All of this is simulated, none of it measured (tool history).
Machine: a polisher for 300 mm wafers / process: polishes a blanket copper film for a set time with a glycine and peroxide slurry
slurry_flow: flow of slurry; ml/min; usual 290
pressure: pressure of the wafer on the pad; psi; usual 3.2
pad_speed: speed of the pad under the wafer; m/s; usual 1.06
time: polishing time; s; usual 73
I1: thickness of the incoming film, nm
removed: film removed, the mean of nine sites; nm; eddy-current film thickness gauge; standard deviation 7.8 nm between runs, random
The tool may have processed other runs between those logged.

Run 1, hour 0.0: usual settings; I1 1461.8. Result: removed 529.1 nm.
Run 2, hour 25.7: usual settings; I1 1441.1. Result: removed 521.0 nm.
Run 3, hour 43.8: usual settings; I1 1468.5. Result: removed 531.9 nm.
At hour 48.9: slurry nozzle cleaned.
At hour 69.6: worn pad replaced by a new one.
Run 4, hour 136.0: usual settings; I1 1455.3. Result: removed 527.0 nm.
Run 5, hour 167.6: usual settings; I1 1452.0. Result: removed 531.5 nm.
Run 6, hour 193.0: usual settings; I1 1446.7. Result: removed 512.2 nm.
Run 7, hour 214.9: usual settings; I1 1448.1. Result: removed 511.9 nm.
At hour 231.2: worn pad replaced by a new one.
Run 8, hour 236.2: usual settings; I1 1450.0. Result: removed 522.5 nm.
Run 9, hour 262.9: usual settings but pad_speed 0.76 m/s; I1 1460.7. Result: removed 408.2 nm.
Run 10, hour 289.8: usual settings but pad_speed 0.76 m/s; I1 1482.2. Result: removed 408.1 nm.
At hour 306.6: head pressure recalibrated.
Run 11, hour 319.1: usual settings; I1 1432.0. Result: removed 498.2 nm.
Run 12, hour 340.6: usual settings; I1 1432.6. Result: removed 493.4 nm.
Run 13, hour 359.8: usual settings; I1 1476.6. Result: removed 502.6 nm.
Run 14, hour 386.0: usual settings; I1 1480.2. Result: removed 487.7 nm.
At hour 396.1: worn pad replaced by a new one.
Run 15, hour 403.4: usual settings; I1 1445.8. Result: removed 488.2 nm.
At hour 406.1: slurry nozzle cleaned.
Run 16, hour 430.3: usual settings but slurry_flow 380 ml/min, pressure 4.3 psi; I1 1441.6. Result: removed 645.0 nm.
Run 17, hour 459.1: usual settings but time 60 s; I1 1438.3. Result: removed 397.3 nm.
At hour 464.5: head pressure recalibrated, repeated, since the last time left the tool worse.
Run 18, hour 474.6: usual settings but pressure 4.2 psi; I1 1459.0. Result: removed 693.2 nm.
Run 19, hour 502.7: usual settings but time 89 s; I1 1456.8. Result: removed 661.5 nm.
Run 20, hour 515.4: usual settings but pressure 4.1 psi, time 64 s; I1 1449.7. Result: removed 600.8 nm.

The next listed run, before its measurement:
Run 21, hour 538.5: usual settings but slurry_flow 380 ml/min, pressure 2.7 psi, pad_speed 0.72 m/s; I1 1454.5. Result: removed ?.

Run 21 measured removed 365.0 nm.
The same run, on a tool lacking any hidden state, would have yielded removed 369.0 nm.
